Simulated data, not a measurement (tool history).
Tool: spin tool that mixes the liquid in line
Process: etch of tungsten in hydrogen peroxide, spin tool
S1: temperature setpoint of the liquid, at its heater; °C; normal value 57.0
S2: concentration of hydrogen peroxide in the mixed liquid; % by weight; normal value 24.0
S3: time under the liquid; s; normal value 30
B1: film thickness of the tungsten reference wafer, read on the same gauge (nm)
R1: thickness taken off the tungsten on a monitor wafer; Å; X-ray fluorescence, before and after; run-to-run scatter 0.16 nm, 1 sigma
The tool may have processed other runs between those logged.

{"run": 1, "hour": 0.0, "S1": 57.0, "S2": 24.0, "S3": 30, "B1": 101.83, "R1": 419.5}
{"hour": 22.9, "done": "heated supply line repaired"}
{"run": 2, "hour": 72.9, "S1": 57.0, "S2": 24.0, "S3": 35, "B1": 101.98, "R1": 486.7}
{"hour": 167.3, "done": "new drum of peroxide connected"}
{"run": 3, "hour": 173.6, "S1": 57.0, "S2": 24.0, "S3": 35, "B1": 102.12, "R1": 483.9}
{"run": 4, "hour": 249.5, "S1": 57.0, "S2": 24.0, "S3": 35, "B1": 102.31, "R1": 491.8}
{"run": 5, "hour": 285.8, "S1": 57.0, "S2": 24.0, "S3": 30, "B1": 102.29, "R1": 419.2}
{"run": 6, "hour": 343.8, "S1": 57.0, "S2": 24.0, "S3": 30, "B1": 102.38, "R1": 420.4}
{"run": 7, "hour": 439.2, "S1": 57.0, "S2": 24.0, "S3": 30, "B1": 102.44, "R1": 419.0}
{"run": 8, "hour": 541.1, "S1": 57.0, "S2": 24.0, "S3": 30, "B1": 102.49, "R1": 421.5}
{"run": 9, "hour": 647.0, "S1": 57.0, "S2": 24.0, "S3": 30, "B1": 102.57, "R1": 420.2}
{"hour": 693.8, "done": "gauge calibrated"}
{"run": 10, "hour": 717.3, "S1": 57.0, "S2": 24.0, "S3": 30, "B1": 100.27, "R1": 410.6}
{"run": 11, "hour": 769.0, "S1": 57.0, "S2": 24.0, "S3": 30, "B1": 100.6, "R1": 412.4}
{"run": 12, "hour": 824.8, "S1": 57.0, "S2": 24.0, "S3": 30, "B1": 100.85, "R1": 411.9}
{"hour": 838.4, "done": "new drum of peroxide connected"}
{"run": 13, "hour": 880.2, "S1": 57.0, "S2": 24.0, "S3": 40, "B1": 101.15, "R1": 550.5}
{"run": 14, "hour": 964.4, "S1": 61.0, "S2": 18.0, "S3": 45, "B1": 101.48, "R1": 678.6}
{"hour": 1180.8, "done": "peroxide flow meter replaced"}
{"run": 15, "hour": 1246.2, "S1": 47.5, "S2": 24.0, "S3": 30, "B1": 102.16, "R1": 235.6}
{"hour": 1253.7, "done": "heated supply line repaired"}
{"run": 16, "hour": 1294.2, "S1": 57.0, "S2": 18.0, "S3": 35, "B1": 102.24, "R1": 419.9}
{"run": 17, "hour": 1341.7, "S1": 62.0, "S2": 30.0, "S3": 20, "B1": 102.26, "R1": 417.1}
{"run": 18, "hour": 1427.8, "S1": 57.0, "S2": 24.0, "S3": 30, "B1": 102.4, "R1": 417.2}
{"hour": 1433.0, "done": "thermometer replaced"}
{"hour": 1444.5, "done": "new drum of peroxide connected"}
{"run": 19, "hour": 1527.5, "S1": 57.0, "S2": 26.0, "S3": 30, "B1": 102.46, "R1": 440.8}
{"run": 20, "hour": 1574.8, "S1": 57.0, "S2": 24.0, "S3": 30, "B1": 102.51, "R1": 419.8}
{"run": 21, "hour": 1642.6, "S1": 47.5, "S2": 29.5, "S3": 30, "B1": 102.55, "R1": 263.1}
{"run": 22, "hour": 1712.9, "S1": 61.0, "S2": 18.0, "S3": 45, "B1": 102.62, "R1": 687.0}
{"run": 23, "hour": 1771.3, "S1": 57.0, "S2": 18.5, "S3": 40, "B1": 102.64, "R1": 490.8}
{"hour": 1954.4, "done": "gauge calibrated"}
{"run": 24, "hour": 2040.4, "S1": 62.5, "S2": 26.5, "S3": 45, "B1": 99.93, "R1": 881.7}
{"hour": 2054.9, "done": "new drum of peroxide connected"}
{"run": 25, "hour": 2148.2, "S1": 57.0, "S2": 18.5, "S3": 35, "B1": 100.47, "R1": 424.1}

5 options for the next run, each taken on its own from the tool as it stands now. Forecast them:
{"run": "A", "hour": 2148.6, "S1": 57.0, "S2": 24.0, "S3": 50, "B1": "?", "R1": "?"}
{"run": "B", "hour": 2148.6, "S1": 63.0, "S2": 27.0, "S3": 20, "B1": "?", "R1": "?"}
{"run": "C", "hour": 2148.6, "S1": 48.5, "S2": 26.5, "S3": 45, "B1": "?", "R1": "?"}
{"run": "D", "hour": 2148.6, "S1": 49.0, "S2": 28.5, "S3": 30, "B1": "?", "R1": "?"}
{"run": "E", "hour": 2148.6, "S1": 57.0, "S2": 20.5, "S3": 30, "B1": "?", "R1": "?"}

run=A B1=100.53 R1=685.0
run=B B1=100.53 R1=410.4
run=C B1=100.53 R1=388.7
run=D B1=100.53 R1=277.1
run=E B1=100.53 R1=379.9
Without the tool's hidden state the same runs would have given:
run=A R1=681.6
run=B R1=408.3
run=C R1=386.7
run=D R1=275.7
run=E R1=378.0

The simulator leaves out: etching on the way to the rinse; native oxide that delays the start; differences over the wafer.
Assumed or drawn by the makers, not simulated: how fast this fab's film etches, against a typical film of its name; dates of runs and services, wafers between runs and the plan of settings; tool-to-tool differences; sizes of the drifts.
